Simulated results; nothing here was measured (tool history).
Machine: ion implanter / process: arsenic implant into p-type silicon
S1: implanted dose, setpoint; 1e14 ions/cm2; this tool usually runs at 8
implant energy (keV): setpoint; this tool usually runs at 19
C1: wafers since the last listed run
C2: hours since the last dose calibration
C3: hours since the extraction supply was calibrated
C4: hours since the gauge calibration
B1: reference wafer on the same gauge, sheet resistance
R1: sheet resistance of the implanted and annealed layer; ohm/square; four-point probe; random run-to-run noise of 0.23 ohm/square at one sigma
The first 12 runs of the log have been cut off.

At hour 172.5: extraction supply calibrated.
Run 13, hour 173: usual settings; C1 1090; C2 1136.6; C3 0.5; C4 336.9; B1 161.01. Result: R1 146.92 ohm/square.
Run 14, hour 184.6: usual settings but implant energy (keV) 23; C1 305; C2 1148.2; C3 12.1; C4 348.5; B1 161.01. Result: R1 139.69 ohm/square.
Run 15, hour 198.3: usual settings but implant energy (keV) 23; C1 360; C2 1161.9; C3 25.8; C4 362.2; B1 161. Result: R1 139.82 ohm/square.
At hour 201.3: gauge calibrated.
Run 16, hour 212.2: usual settings but S1 6.52 1e14 ions/cm2, implant energy (keV) 12.5; C1 366; C2 1175.8; C3 39.7; C4 10.9; B1 161.01. Result: R1 176.85 ohm/square.
Run 17, hour 220.4: usual settings but S1 6.65 1e14 ions/cm2; C1 215; C2 1184; C3 47.9; C4 19.1; B1 160.95. Result: R1 162.93 ohm/square.
Run 18, hour 226.5: usual settings; C1 160; C2 1190.1; C3 54; C4 25.2; B1 161. Result: R1 146.33 ohm/square.
At hour 242.8: Faraday cup replaced and dose calibrated.
Run 19, hour 243.5: usual settings but S1 5.96 1e14 ions/cm2, implant energy (keV) 24; C1 237; C2 0.7; C3 71; C4 42.2; B1 160.98. Result: R1 172.47 ohm/square.
Run 20, hour 255.5: usual settings but S1 9.68 1e14 ions/cm2, implant energy (keV) 17; C1 316; C2 12.7; C3 83; C4 54.2; B1 160.98. Result: R1 139.79 ohm/square.
Run 21, hour 271.8: usual settings but S1 9.08 1e14 ions/cm2; C1 429; C2 29; C3 99.3; C4 70.5; B1 161. Result: R1 139.87 ohm/square.
Run 22, hour 280.5: usual settings but S1 10.31 1e14 ions/cm2, implant energy (keV) 25.5; C1 229; C2 37.7; C3 108; C4 79.2; B1 161.02. Result: R1 120.08 ohm/square.
Run 23, hour 296.4: usual settings but S1 9.5 1e14 ions/cm2, implant energy (keV) 23.5; C1 418; C2 53.6; C3 123.9; C4 95.1; B1 160.95. Result: R1 128.46 ohm/square.
Run 24, hour 313.5: usual settings but S1 10.12 1e14 ions/cm2; C1 450; C2 70.7; C3 141; C4 112.2; B1 160.97. Result: R1 132.05 ohm/square.
Run 25, hour 320.6: usual settings but implant energy (keV) 15; C1 186; C2 77.8; C3 148.1; C4 119.3; B1 161.04. Result: R1 157.54 ohm/square.
Run 26, hour 337.5: usual settings but S1 9.84 1e14 ions/cm2, implant energy (keV) 15.5; C1 445; C2 94.7; C3 165; C4 136.2; B1 160.99. Result: R1 141.62 ohm/square.
Run 27, hour 344.1: usual settings but S1 6.76 1e14 ions/cm2, implant energy (keV) 17; C1 173; C2 101.3; C3 171.6; C4 142.8; B1 161.04. Result: R1 167.55 ohm/square.
Run 28, hour 351.9: usual settings; C1 205; C2 109.1; C3 179.4; C4 150.6; B1 161.05. Result: R1 148.76 ohm/square.
Run 29, hour 364.9: usual settings but S1 9 1e14 ions/cm2; C1 342; C2 122.1; C3 192.4; C4 163.6; B1 161. Result: R1 139.64 ohm/square.
Run 30, hour 374: usual settings but S1 6.22 1e14 ions/cm2, implant energy (keV) 15; C1 239; C2 131.2; C3 201.5; C4 172.7; B1 160.98. Result: R1 179.67 ohm/square.
Run 31, hour 391.6: usual settings; C1 463; C2 148.8; C3 219.1; C4 190.3; B1 161.05. Result: R1 148.97 ohm/square.

Below are 4 alternative next runs, each starting from the tool's condition after run 31. Predict each:
Run A, hour 392: usual settings but implant energy (keV) 25; C1 10; C2 149.2; C3 219.5; C4 190.7; B1 ?. Result: R1 ?.
Run B, hour 392: usual settings but S1 9.85 1e14 ions/cm2, implant energy (keV) 24.5; C1 10; C2 149.2; C3 219.5; C4 190.7; B1 ?. Result: R1 ?.
Run C, hour 392: usual settings but S1 9.16 1e14 ions/cm2, implant energy (keV) 23.5; C1 10; C2 149.2; C3 219.5; C4 190.7; B1 ?. Result: R1 ?.
Run D, hour 392: usual settings but S1 9.48 1e14 ions/cm2, implant energy (keV) 24.5; C1 10; C2 149.2; C3 219.5; C4 190.7; B1 ?. Result: R1 ?.

run      B1      R1
  A  161.01  138.76
  B  161.01  123.62
  C  161.01  130.16
  D  161.01  126.19
The same runs, with their run-to-run variation unchanged, on a tool lacking any hidden condition would have given:
run      R1
  A  140.16
  B  124.67
  C  131.32
  D   127.3
